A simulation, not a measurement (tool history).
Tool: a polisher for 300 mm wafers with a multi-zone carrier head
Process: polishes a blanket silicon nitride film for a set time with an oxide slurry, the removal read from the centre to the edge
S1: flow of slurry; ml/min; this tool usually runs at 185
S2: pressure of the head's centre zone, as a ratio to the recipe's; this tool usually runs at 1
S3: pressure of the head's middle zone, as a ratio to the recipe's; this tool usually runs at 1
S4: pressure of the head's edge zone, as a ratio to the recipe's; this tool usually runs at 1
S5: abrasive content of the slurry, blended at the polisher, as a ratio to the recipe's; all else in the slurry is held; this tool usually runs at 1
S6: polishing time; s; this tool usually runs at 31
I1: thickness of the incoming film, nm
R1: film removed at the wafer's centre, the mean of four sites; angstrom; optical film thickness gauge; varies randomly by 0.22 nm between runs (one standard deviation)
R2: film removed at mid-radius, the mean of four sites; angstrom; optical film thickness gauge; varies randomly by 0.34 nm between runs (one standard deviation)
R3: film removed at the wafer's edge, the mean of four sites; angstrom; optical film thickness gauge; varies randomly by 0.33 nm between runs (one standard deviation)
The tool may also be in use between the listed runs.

run	day	S1	S2	S3	S4	S5	S6	I1	R1	R2	R3
1	0	185	1	1	1	1	31	608.7	248	253	263
# day 3.258: slurry nozzle cleaned
2	3.542	185	1	1	1	1	31	613.4	248	258	258
3	5.812	185	1	1	1	1	31	618	250	264	266
# day 7.9: worn pad replaced by a new one
# day 12.954: edge zone pressure recalibrated
4	14.167	185	1	1	1	1	31	614.7	247	262	254
5	17.45	185	1	1	1	1	31	612.6	247	253	258
# day 19.6: worn pad replaced by a new one
6	21.112	185	1	1	1	1	31	598.6	242	249	251
# day 24.25: centre zone pressure recalibrated
7	28.162	185	1	1	1	1	31	602.2	230	244	247
# day 28.271: slurry nozzle cleaned
# day 34.05: worn pad replaced by a new one
# day 35.683: edge zone pressure recalibrated
# day 35.804: carrier head's membrane replaced by a new one
8	36.908	185	1	1	1	1	31	608.3	221	231	235
9	40.638	185	1	1	1	1	31	603.8	217	227	235
10	42.742	185	1.1	1	1	1	31	610.6	235	225	232
# day 43.067: slurry nozzle cleaned, repeated, since the last time left the tool worse
11	44.533	185	1	1	1	1.2	31	609.3	265	275	278
# day 46.038: worn pad replaced by a new one
12	48.333	185	1	1	1	0.8	34	605.5	252	266	268
13	52.388	185	1	1	1	0.7	38	604.1	265	272	271
14	55.979	185	1	1.04	0.96	0.8	35	611.7	252	267	256
# day 57.904: worn pad replaced by a new one
15	58.779	155	1.1	1.03	1	1	31	615.7	256	253	255
# day 60.375: centre zone pressure recalibrated
# day 61.088: edge zone pressure recalibrated
16	61.771	185	1	1	1	1	31	604.5	239	257	250
17	64.042	185	1	1	1	1	31	601.2	239	248	248
18	68.504	185	0.91	1	0.92	1	24	608.2	166	188	188

Below are 5 alternative next runs, each starting from the tool's condition after run 18. Predict each:
A	68.521	185	1	1	0.95	1	31	609	?	?	?
B	68.521	230	1	1	1	1	31	609	?	?	?
C	68.521	210	1	0.91	1	1	31	609	?	?	?
D	68.521	155	1	0.89	1	1	31	609	?	?	?
E	68.521	185	1	0.88	1	1	38	609	?	?	?

run	R1	R2	R3
A	235	243	239
B	247	253	252
C	242	230	249
D	223	211	237
E	288	267	299
Had the tool no hidden state, the same runs would have come out as:
run	R1	R2	R3
A	250	257	249
B	260	265	260
C	256	242	258
D	241	225	248
E	307	283	312
